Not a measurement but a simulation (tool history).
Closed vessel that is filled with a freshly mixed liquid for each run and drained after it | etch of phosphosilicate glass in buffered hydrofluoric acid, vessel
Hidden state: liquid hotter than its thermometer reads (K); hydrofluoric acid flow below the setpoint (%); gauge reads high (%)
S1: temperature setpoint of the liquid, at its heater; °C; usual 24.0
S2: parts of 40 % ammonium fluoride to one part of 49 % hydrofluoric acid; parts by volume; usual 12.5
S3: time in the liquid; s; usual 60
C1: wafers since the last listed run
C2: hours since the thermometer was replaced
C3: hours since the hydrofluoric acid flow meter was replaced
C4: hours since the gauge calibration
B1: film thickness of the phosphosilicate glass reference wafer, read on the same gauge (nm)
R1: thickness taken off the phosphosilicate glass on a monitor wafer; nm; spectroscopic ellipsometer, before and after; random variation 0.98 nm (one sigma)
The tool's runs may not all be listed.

{"run": 1, "day": 0.0, "S1": 24.0, "S2": 12.5, "S3": 60, "C1": 0, "C2": 1100.6, "C3": 277.4, "C4": 412.2, "B1": 120.02, "R1": 243.96}
{"day": 1.004, "done": "thermometer replaced"}
{"run": 2, "day": 1.062, "S1": 24.0, "S2": 12.5, "S3": 60, "C1": 3280, "C2": 1.4, "C3": 302.9, "C4": 437.7, "B1": 120.0, "R1": 242.98}
{"run": 3, "day": 2.283, "S1": 24.0, "S2": 15.5, "S3": 60, "C1": 3922, "C2": 30.7, "C3": 332.2, "C4": 467.0, "B1": 120.0, "R1": 196.45}
{"run": 4, "day": 3.45, "S1": 24.0, "S2": 15.5, "S3": 60, "C1": 3748, "C2": 58.7, "C3": 360.2, "C4": 495.0, "B1": 120.0, "R1": 195.65}
{"run": 5, "day": 6.254, "S1": 24.0, "S2": 15.5, "S3": 60, "C1": 9010, "C2": 126.0, "C3": 427.5, "C4": 562.3, "B1": 119.98, "R1": 195.59}
{"run": 6, "day": 7.479, "S1": 24.0, "S2": 16.0, "S3": 60, "C1": 3936, "C2": 155.4, "C3": 456.9, "C4": 591.7, "B1": 120.0, "R1": 191.08}
{"run": 7, "day": 8.579, "S1": 24.0, "S2": 16.0, "S3": 60, "C1": 3534, "C2": 181.8, "C3": 483.3, "C4": 618.1, "B1": 119.98, "R1": 191.2}
{"run": 8, "day": 10.004, "S1": 24.0, "S2": 16.0, "S3": 60, "C1": 4578, "C2": 216.0, "C3": 517.5, "C4": 652.3, "B1": 119.99, "R1": 190.73}
{"day": 10.938, "done": "gauge calibrated"}
{"run": 9, "day": 11.075, "S1": 21.5, "S2": 9.0, "S3": 60, "C1": 3440, "C2": 241.7, "C3": 543.2, "C4": 3.3, "B1": 120.0, "R1": 281.13}
{"run": 10, "day": 11.612, "S1": 24.0, "S2": 12.5, "S3": 60, "C1": 1727, "C2": 254.6, "C3": 556.1, "C4": 16.2, "B1": 120.0, "R1": 242.89}
{"run": 11, "day": 12.221, "S1": 24.0, "S2": 12.5, "S3": 60, "C1": 1954, "C2": 269.2, "C3": 570.7, "C4": 30.8, "B1": 120.0, "R1": 243.94}
{"run": 12, "day": 13.046, "S1": 26.5, "S2": 16.5, "S3": 60, "C1": 2650, "C2": 289.0, "C3": 590.5, "C4": 50.6, "B1": 120.0, "R1": 212.27}
{"run": 13, "day": 14.179, "S1": 22.0, "S2": 12.5, "S3": 60, "C1": 3641, "C2": 316.2, "C3": 617.7, "C4": 77.8, "B1": 120.0, "R1": 216.85}
{"run": 14, "day": 15.471, "S1": 27.5, "S2": 15.5, "S3": 85, "C1": 4150, "C2": 347.2, "C3": 648.7, "C4": 108.8, "B1": 120.0, "R1": 336.19}
{"run": 15, "day": 16.0, "S1": 24.0, "S2": 12.5, "S3": 60, "C1": 1700, "C2": 359.9, "C3": 661.4, "C4": 121.5, "B1": 120.01, "R1": 243.88}
{"day": 16.188, "done": "hydrofluoric acid flow meter replaced"}
{"run": 16, "day": 16.975, "S1": 20.5, "S2": 17.0, "S3": 90, "C1": 2999, "C2": 383.3, "C3": 18.9, "C4": 144.9, "B1": 120.04, "R1": 223.56}
{"run": 17, "day": 18.112, "S1": 28.5, "S2": 11.0, "S3": 90, "C1": 3655, "C2": 410.6, "C3": 46.2, "C4": 172.2, "B1": 120.0, "R1": 524.96}
{"run": 18, "day": 19.367, "S1": 24.0, "S2": 12.5, "S3": 60, "C1": 4030, "C2": 440.7, "C3": 76.3, "C4": 202.3, "B1": 120.0, "R1": 243.65}
{"run": 19, "day": 20.258, "S1": 28.0, "S2": 8.0, "S3": 85, "C1": 2865, "C2": 462.1, "C3": 97.7, "C4": 223.7, "B1": 119.96, "R1": 644.81}
{"run": 20, "day": 21.654, "S1": 20.5, "S2": 17.0, "S3": 90, "C1": 4485, "C2": 495.6, "C3": 131.2, "C4": 257.2, "B1": 120.0, "R1": 221.35}
{"run": 21, "day": 23.092, "S1": 28.5, "S2": 11.0, "S3": 90, "C1": 4619, "C2": 530.1, "C3": 165.7, "C4": 291.7, "B1": 120.03, "R1": 531.94}
{"run": 22, "day": 24.508, "S1": 27.0, "S2": 15.5, "S3": 45, "C1": 4552, "C2": 564.1, "C3": 199.7, "C4": 325.7, "B1": 120.02, "R1": 173.54}
{"run": 23, "day": 25.392, "S1": 24.0, "S2": 9.0, "S3": 75, "C1": 2838, "C2": 585.3, "C3": 220.9, "C4": 346.9, "B1": 119.99, "R1": 403.21}
{"run": 24, "day": 26.017, "S1": 20.0, "S2": 12.5, "S3": 35, "C1": 2008, "C2": 600.3, "C3": 235.9, "C4": 361.9, "B1": 119.97, "R1": 113.66}
{"run": 25, "day": 26.883, "S1": 24.0, "S2": 10.5, "S3": 60, "C1": 2784, "C2": 621.1, "C3": 256.7, "C4": 382.7, "B1": 120.01, "R1": 287.9}
{"run": 26, "day": 27.425, "S1": 19.5, "S2": 16.5, "S3": 75, "C1": 1740, "C2": 634.1, "C3": 269.7, "C4": 395.7, "B1": 120.02, "R1": 180.45}
{"run": 27, "day": 27.967, "S1": 27.5, "S2": 8.5, "S3": 60, "C1": 1740, "C2": 647.1, "C3": 282.7, "C4": 408.7, "B1": 120.01, "R1": 415.23}
{"run": 28, "day": 28.721, "S1": 24.0, "S2": 12.5, "S3": 60, "C1": 2423, "C2": 665.2, "C3": 300.8, "C4": 426.8, "B1": 120.0, "R1": 244.03}
{"run": 29, "day": 29.375, "S1": 28.0, "S2": 8.0, "S3": 85, "C1": 2102, "C2": 680.9, "C3": 316.5, "C4": 442.5, "B1": 120.01, "R1": 641.81}
{"run": 30, "day": 30.404, "S1": 27.5, "S2": 14.0, "S3": 30, "C1": 3307, "C2": 705.6, "C3": 341.2, "C4": 467.2, "B1": 119.99, "R1": 132.37}
{"run": 31, "day": 31.817, "S1": 20.5, "S2": 9.5, "S3": 95, "C1": 4538, "C2": 739.5, "C3": 375.1, "C4": 501.1, "B1": 120.02, "R1": 408.75}
{"run": 32, "day": 32.904, "S1": 20.5, "S2": 14.5, "S3": 30, "C1": 3494, "C2": 765.6, "C3": 401.2, "C4": 527.2, "B1": 119.98, "R1": 86.92}

Hidden state at the last listed run before each entry between runs and at the first one after, where it differs:
Between runs 1 and 2: thermometer replaced (day 1.004)
  no hidden state differs between the two runs
Between runs 8 and 9: gauge calibrated (day 10.938)
  no hidden state differs between the two runs
Between runs 15 and 16: hydrofluoric acid flow meter replaced (day 16.188)
  no hidden state differs between the two runs
